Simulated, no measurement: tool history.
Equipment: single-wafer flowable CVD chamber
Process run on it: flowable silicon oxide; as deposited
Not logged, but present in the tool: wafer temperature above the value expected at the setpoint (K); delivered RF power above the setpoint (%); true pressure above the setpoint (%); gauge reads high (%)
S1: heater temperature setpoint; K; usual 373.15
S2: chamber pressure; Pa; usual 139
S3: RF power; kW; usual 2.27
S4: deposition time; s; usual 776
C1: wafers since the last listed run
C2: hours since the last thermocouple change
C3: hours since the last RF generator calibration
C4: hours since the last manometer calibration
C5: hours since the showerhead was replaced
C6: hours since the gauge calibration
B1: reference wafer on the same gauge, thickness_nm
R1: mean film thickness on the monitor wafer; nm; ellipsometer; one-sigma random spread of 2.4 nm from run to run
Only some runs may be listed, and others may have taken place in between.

{"run": 1, "hour": 0.0, "S1": 373.15, "S2": 123, "S3": 2.38, "S4": 776, "C1": 0, "C2": 2238.4, "C3": 2492.9, "C4": 1166.2, "C5": 6340.9, "C6": 437.3, "B1": 697.334, "R1": 608.579}
{"run": 2, "hour": 68.3, "S1": 373.15, "S2": 123, "S3": 2.38, "S4": 776, "C1": 221, "C2": 2306.7, "C3": 2561.2, "C4": 1234.5, "C5": 6409.2, "C6": 505.6, "B1": 698.556, "R1": 607.89}
{"run": 3, "hour": 135.4, "S1": 373.15, "S2": 139, "S3": 2.27, "S4": 776, "C1": 217, "C2": 2373.8, "C3": 2628.3, "C4": 1301.6, "C5": 6476.3, "C6": 572.7, "B1": 697.68, "R1": 687.376}
{"run": 4, "hour": 172.5, "S1": 373.15, "S2": 139, "S3": 2.27, "S4": 776, "C1": 120, "C2": 2410.9, "C3": 2665.4, "C4": 1338.7, "C5": 6513.4, "C6": 609.8, "B1": 697.79, "R1": 686.483}
{"run": 5, "hour": 221.4, "S1": 373.15, "S2": 139, "S3": 2.27, "S4": 776, "C1": 158, "C2": 2459.8, "C3": 2714.3, "C4": 1387.6, "C5": 6562.3, "C6": 658.7, "B1": 697.763, "R1": 691.832}
{"run": 6, "hour": 249.9, "S1": 373.15, "S2": 139, "S3": 2.27, "S4": 776, "C1": 92, "C2": 2488.3, "C3": 2742.8, "C4": 1416.1, "C5": 6590.8, "C6": 687.2, "B1": 697.628, "R1": 688.001}
{"run": 7, "hour": 333.3, "S1": 373.15, "S2": 139, "S3": 2.27, "S4": 776, "C1": 270, "C2": 2571.7, "C3": 2826.2, "C4": 1499.5, "C5": 6674.2, "C6": 770.6, "B1": 698.054, "R1": 686.364}
{"run": 8, "hour": 364.6, "S1": 373.15, "S2": 139, "S3": 2.27, "S4": 776, "C1": 101, "C2": 2603, "C3": 2857.5, "C4": 1530.8, "C5": 6705.5, "C6": 801.9, "B1": 696.836, "R1": 691.829}
{"run": 9, "hour": 408.5, "S1": 373.15, "S2": 139, "S3": 2.27, "S4": 776, "C1": 142, "C2": 2646.9, "C3": 2901.4, "C4": 1574.7, "C5": 6749.4, "C6": 845.8, "B1": 698.601, "R1": 692.797}
{"run": 10, "hour": 444.5, "S1": 373.15, "S2": 139, "S3": 2.27, "S4": 776, "C1": 116, "C2": 2682.9, "C3": 2937.4, "C4": 1610.7, "C5": 6785.4, "C6": 881.8, "B1": 696.648, "R1": 691.04}
{"hour": 472.9, "done": "RF generator calibrated"}
{"run": 11, "hour": 473.4, "S1": 373.15, "S2": 139, "S3": 2.56, "S4": 776, "C1": 67, "C2": 2711.8, "C3": 0.5, "C4": 1639.6, "C5": 6814.3, "C6": 910.7, "B1": 698.112, "R1": 701.743}
{"run": 12, "hour": 527.0, "S1": 373.15, "S2": 139, "S3": 2.27, "S4": 776, "C1": 174, "C2": 2765.4, "C3": 54.1, "C4": 1693.2, "C5": 6867.9, "C6": 964.3, "B1": 698.336, "R1": 680.596}
{"run": 13, "hour": 562.7, "S1": 373.15, "S2": 139, "S3": 2.27, "S4": 776, "C1": 115, "C2": 2801.1, "C3": 89.8, "C4": 1728.9, "C5": 6903.6, "C6": 1000, "B1": 697.984, "R1": 685.907}
{"run": 14, "hour": 589.4, "S1": 373.15, "S2": 139, "S3": 2.27, "S4": 776, "C1": 86, "C2": 2827.8, "C3": 116.5, "C4": 1755.6, "C5": 6930.3, "C6": 1026.7, "B1": 697.349, "R1": 683.031}
{"hour": 632.8, "done": "thermocouple changed; heater temperature recalibrated"}
{"run": 15, "hour": 633.3, "S1": 373.15, "S2": 139, "S3": 2.27, "S4": 690, "C1": 116, "C2": 0.5, "C3": 160.4, "C4": 1799.5, "C5": 6974.2, "C6": 1070.6, "B1": 697.173, "R1": 613.559}
{"hour": 637.1, "done": "gauge calibrated"}
{"run": 16, "hour": 664.4, "S1": 364.15, "S2": 111, "S3": 2.48, "S4": 626, "C1": 101, "C2": 31.6, "C3": 191.5, "C4": 1830.6, "C5": 7005.3, "C6": 27.3, "B1": 698.062, "R1": 630.49}
{"run": 17, "hour": 715.6, "S1": 373.15, "S2": 117, "S3": 2.395, "S4": 837, "C1": 166, "C2": 82.8, "C3": 242.7, "C4": 1881.8, "C5": 7056.5, "C6": 78.5, "B1": 697.257, "R1": 630.924}
{"run": 18, "hour": 773.4, "S1": 373.15, "S2": 139, "S3": 2.27, "S4": 776, "C1": 187, "C2": 140.6, "C3": 300.5, "C4": 1939.6, "C5": 7114.3, "C6": 136.3, "B1": 698.622, "R1": 686.627}
{"run": 19, "hour": 811.1, "S1": 373.15, "S2": 139, "S3": 1.865, "S4": 641, "C1": 122, "C2": 178.3, "C3": 338.2, "C4": 1977.3, "C5": 7152, "C6": 174, "B1": 697.887, "R1": 542.993}
{"run": 20, "hour": 846.1, "S1": 373.15, "S2": 156, "S3": 1.825, "S4": 667, "C1": 113, "C2": 213.3, "C3": 373.2, "C4": 2012.3, "C5": 7187, "C6": 209, "B1": 699.264, "R1": 629.239}
{"run": 21, "hour": 897.2, "S1": 373.15, "S2": 139, "S3": 2.27, "S4": 776, "C1": 166, "C2": 264.4, "C3": 424.3, "C4": 2063.4, "C5": 7238.1, "C6": 260.1, "B1": 697.996, "R1": 686.479}
{"hour": 948.7, "done": "capacitance manometer re-zeroed and calibrated"}
{"run": 22, "hour": 951.5, "S1": 373.15, "S2": 139, "S3": 1.885, "S4": 776, "C1": 150, "C2": 318.7, "C3": 478.6, "C4": 2.8, "C5": 7292.4, "C6": 314.4, "B1": 699.519, "R1": 658.358}
{"hour": 1010.9, "done": "showerhead replaced"}
{"run": 23, "hour": 1019.7, "S1": 373.15, "S2": 139, "S3": 2.56, "S4": 776, "C1": 195, "C2": 386.9, "C3": 546.8, "C4": 71, "C5": 8.8, "C6": 382.6, "B1": 699.04, "R1": 701.443}
{"run": 24, "hour": 1070.5, "S1": 373.15, "S2": 139, "S3": 2.27, "S4": 733, "C1": 165, "C2": 437.7, "C3": 597.6, "C4": 121.8, "C5": 59.6, "C6": 433.4, "B1": 698.213, "R1": 645.607}
{"run": 25, "hour": 1110.5, "S1": 373.15, "S2": 139, "S3": 2.27, "S4": 776, "C1": 129, "C2": 477.7, "C3": 637.6, "C4": 161.8, "C5": 99.6, "C6": 473.4, "B1": 696.469, "R1": 689.483}
{"run": 26, "hour": 1165.1, "S1": 368.15, "S2": 109, "S3": 2.27, "S4": 707, "C1": 177, "C2": 532.3, "C3": 692.2, "C4": 216.4, "C5": 154.2, "C6": 528, "B1": 696.798, "R1": 587.282}
{"run": 27, "hour": 1203.8, "S1": 364.15, "S2": 139, "S3": 2.575, "S4": 656, "C1": 125, "C2": 571, "C3": 730.9, "C4": 255.1, "C5": 192.9, "C6": 566.7, "B1": 697.794, "R1": 826.467}
{"run": 28, "hour": 1275.0, "S1": 388.15, "S2": 127, "S3": 2.565, "S4": 662, "C1": 231, "C2": 642.2, "C3": 802.1, "C4": 326.3, "C5": 264.1, "C6": 637.9, "B1": 697.403, "R1": 315.414}
{"run": 29, "hour": 1346.1, "S1": 373.15, "S2": 139, "S3": 2.27, "S4": 776, "C1": 230, "C2": 713.3, "C3": 873.2, "C4": 397.4, "C5": 335.2, "C6": 709, "B1": 698.437, "R1": 687.073}

For each run, what was the tool's unlogged condition?
wafer temperature above the value expected at the setpoint (K): 0 across all the runs
delivered RF power above the setpoint (%): 0 across all the runs
true pressure above the setpoint (%): 0 across all the runs
gauge reads high (%): 0 across all the runs
